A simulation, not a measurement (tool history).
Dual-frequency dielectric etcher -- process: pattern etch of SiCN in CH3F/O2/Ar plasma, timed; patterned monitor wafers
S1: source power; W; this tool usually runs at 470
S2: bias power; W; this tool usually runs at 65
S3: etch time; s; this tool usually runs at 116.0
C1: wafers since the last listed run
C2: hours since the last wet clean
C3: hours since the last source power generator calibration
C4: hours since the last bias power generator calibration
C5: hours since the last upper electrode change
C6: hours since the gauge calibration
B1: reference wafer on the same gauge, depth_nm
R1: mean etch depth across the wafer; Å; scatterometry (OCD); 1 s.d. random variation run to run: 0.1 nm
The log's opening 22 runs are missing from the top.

| run | hour | S1 | S2 | S3 | C1 | C2 | C3 | C4 | C5 | C6 | B1 | R1 |
|---|---|---|---|---|---|---|---|---|---|---|---|---|
| 23 | 544.1 | 400 | 77 | 91.0 | 407 | 77.7 | 527.3 | 236.5 | 158.1 | 300.0 | 35.41 | 351.4 |
| 24 | 566.6 | 540 | 72 | 116.0 | 299 | 100.2 | 549.8 | 259.0 | 180.6 | 322.5 | 35.39 | 473.9 |
| 25 | 582.2 | 470 | 76 | 116.0 | 207 | 115.8 | 565.4 | 274.6 | 196.2 | 338.1 | 35.40 | 462.6 |
| 26 | 601.5 | 560 | 81 | 106.5 | 256 | 135.1 | 584.7 | 293.9 | 215.5 | 357.4 | 35.40 | 457.0 |
| 27 | 666.0 | 380 | 65 | 116.0 | 858 | 199.6 | 649.2 | 358.4 | 280.0 | 421.9 | 35.41 | 412.3 |
| 28 | 695.1 | 470 | 65 | 138.5 | 387 | 228.7 | 678.3 | 387.5 | 309.1 | 451.0 | 35.40 | 520.4 |
| 29 | 725.2 | 360 | 65 | 116.0 | 400 | 258.8 | 708.4 | 417.6 | 339.2 | 481.1 | 35.39 | 406.8 |
| 30 | 746.6 | 530 | 78 | 116.0 | 284 | 280.2 | 729.8 | 439.0 | 360.6 | 502.5 | 35.40 | 479.1 |
| 31 | 758.8 | 470 | 65 | 116.0 | 162 | 292.4 | 742.0 | 451.2 | 372.8 | 514.7 | 35.40 | 438.2 |

Consider 3 possible next runs. They are alternatives, not a sequence: every one starts from the tool as it was left by run 31. What does each give?
| A | 759.2 | 470 | 70 | 116.0 | 5 | 292.8 | 742.4 | 451.6 | 373.2 | 515.1 | ? | ? |
| B | 759.2 | 400 | 65 | 91.0 | 5 | 292.8 | 742.4 | 451.6 | 373.2 | 515.1 | ? | ? |
| C | 759.2 | 590 | 65 | 105.0 | 5 | 292.8 | 742.4 | 451.6 | 373.2 | 515.1 | ? | ? |

| run | B1 | R1 |
|---|---|---|
| A | 35.40 | 446.4 |
| B | 35.40 | 327.0 |
| C | 35.40 | 421.3 |
Had the tool no hidden state, the same runs would have come out as:
| run | R1 |
|---|---|
| A | 452.0 |
| B | 331.1 |
| C | 426.6 |

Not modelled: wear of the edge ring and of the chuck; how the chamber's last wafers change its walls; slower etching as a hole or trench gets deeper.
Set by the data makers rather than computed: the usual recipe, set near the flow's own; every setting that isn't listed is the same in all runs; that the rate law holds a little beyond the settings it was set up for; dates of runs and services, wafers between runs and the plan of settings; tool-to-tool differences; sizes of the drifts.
